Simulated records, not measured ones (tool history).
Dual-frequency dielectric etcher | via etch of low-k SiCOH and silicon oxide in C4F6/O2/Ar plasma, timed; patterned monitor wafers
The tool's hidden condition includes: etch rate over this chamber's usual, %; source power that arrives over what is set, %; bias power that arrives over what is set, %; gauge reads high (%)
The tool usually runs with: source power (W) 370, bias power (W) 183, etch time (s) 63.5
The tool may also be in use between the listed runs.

run	day	source power (W)	bias power (W)	etch time (s)	wafers since the last listed run	hours since the last wet clean	hours since the last source power generator calibration	hours since the last bias power generator calibration	hours since the last upper electrode change	hours since the gauge calibration	read-back reference wafer on the same gauge, depth_nm	mean etch depth across the wafer (nm)
1	0.000	370	183	63.5	0	380.4	2897.9	1735.5	4734.4	1445.2	205.9	175.1
2	2.938	370	183	63.5	994	450.9	2968.4	1806.0	4804.9	1515.7	206.1	177.3
3	4.208	370	183	63.5	430	481.4	2998.9	1836.5	4835.4	1546.2	206.0	177.2
4	6.804	370	183	75.0	878	543.7	3061.2	1898.8	4897.7	1608.5	206.0	208.6
# day 7.862: wet clean of the chamber
5	9.183	350	183	48.5	466	31.7	3118.3	1955.9	4954.8	1665.6	205.6	130.7
6	10.746	350	183	48.5	528	69.2	3155.8	1993.4	4992.3	1703.1	205.6	130.2
7	11.846	370	183	70.5	372	95.6	3182.2	2019.8	5018.7	1729.5	205.8	194.4
# day 12.042: bias power generator calibrated
# day 13.142: upper electrode replaced
8	14.492	370	183	70.5	500	159.1	3245.7	58.8	32.4	1793.0	206.1	194.0
# day 22.696: gauge calibrated
9	23.438	370	160	63.5	3027	373.8	3460.4	273.5	247.1	17.8	206.1	171.3
10	26.083	340	199	47.5	895	437.3	3523.9	337.0	310.6	81.3	205.9	132.1
# day 27.158: wet clean of the chamber
11	28.604	370	183	63.5	514	34.7	3584.4	397.5	371.1	141.8	206.1	173.5
# day 28.808: source power generator calibrated
12	29.804	370	183	63.5	349	63.5	23.9	426.3	399.9	170.6	205.6	172.7
13	32.575	370	183	63.5	937	130.0	90.4	492.8	466.4	237.1	206.1	172.5
14	34.629	370	163	52.0	695	179.3	139.7	542.1	515.7	286.4	206.3	138.7
15	37.058	370	183	63.5	822	237.6	198.0	600.4	574.0	344.7	205.8	175.2
16	38.433	280	183	63.5	465	270.6	231.0	633.4	607.0	377.7	205.9	157.2
17	40.246	460	162	63.5	613	314.1	274.5	676.9	650.5	421.2	205.9	182.9
18	41.375	350	183	53.5	382	341.2	301.6	704.0	677.6	448.3	205.9	143.5
19	43.317	350	183	53.5	657	387.8	348.2	750.6	724.2	494.9	206.0	145.5
# day 47.133: wet clean of the chamber
20	47.154	370	199	63.5	960	0.5	440.3	842.7	816.3	587.0	206.0	176.5
21	47.738	320	144	79.5	197	14.5	454.3	856.7	830.3	601.0	205.8	192.0
22	49.012	440	183	63.5	431	45.1	484.9	887.3	860.9	631.6	206.0	184.7
23	51.267	390	183	63.5	762	99.2	539.0	941.4	915.0	685.7	205.7	175.5
24	54.142	420	205	49.0	973	168.2	608.0	1010.4	984.0	754.7	206.2	145.8
25	55.829	370	210	77.0	571	208.7	648.5	1050.9	1024.5	795.2	206.0	220.1
26	58.742	450	169	73.5	985	278.6	718.4	1120.8	1094.4	865.1	205.8	214.4
27	61.204	390	155	73.0	833	337.7	777.5	1179.9	1153.5	924.2	206.2	195.9
28	63.721	370	157	70.5	851	398.1	837.9	1240.3	1213.9	984.6	206.0	187.0
29	64.971	450	146	47.5	423	428.1	867.9	1270.3	1243.9	1014.6	205.7	134.7

4 ways to go on from here, each from the tool as it stands after run 29. What would each give?
A	64.988	370	183	63.5	5	428.5	868.3	1270.7	1244.3	1015.0	?	?
B	64.988	310	226	77.5	5	428.5	868.3	1270.7	1244.3	1015.0	?	?
C	64.988	300	212	56.0	5	428.5	868.3	1270.7	1244.3	1015.0	?	?
D	64.988	370	157	73.0	5	428.5	868.3	1270.7	1244.3	1015.0	?	?

run	read-back reference wafer on the same gauge, depth_nm	mean etch depth across the wafer (nm)
A	205.8	177.2
B	205.8	214.9
C	205.8	150.6
D	205.8	195.6
What these runs would have given with no unlogged condition in the tool:
run	mean etch depth across the wafer (nm)
A	174.0
B	211.1
C	147.9
D	192.1
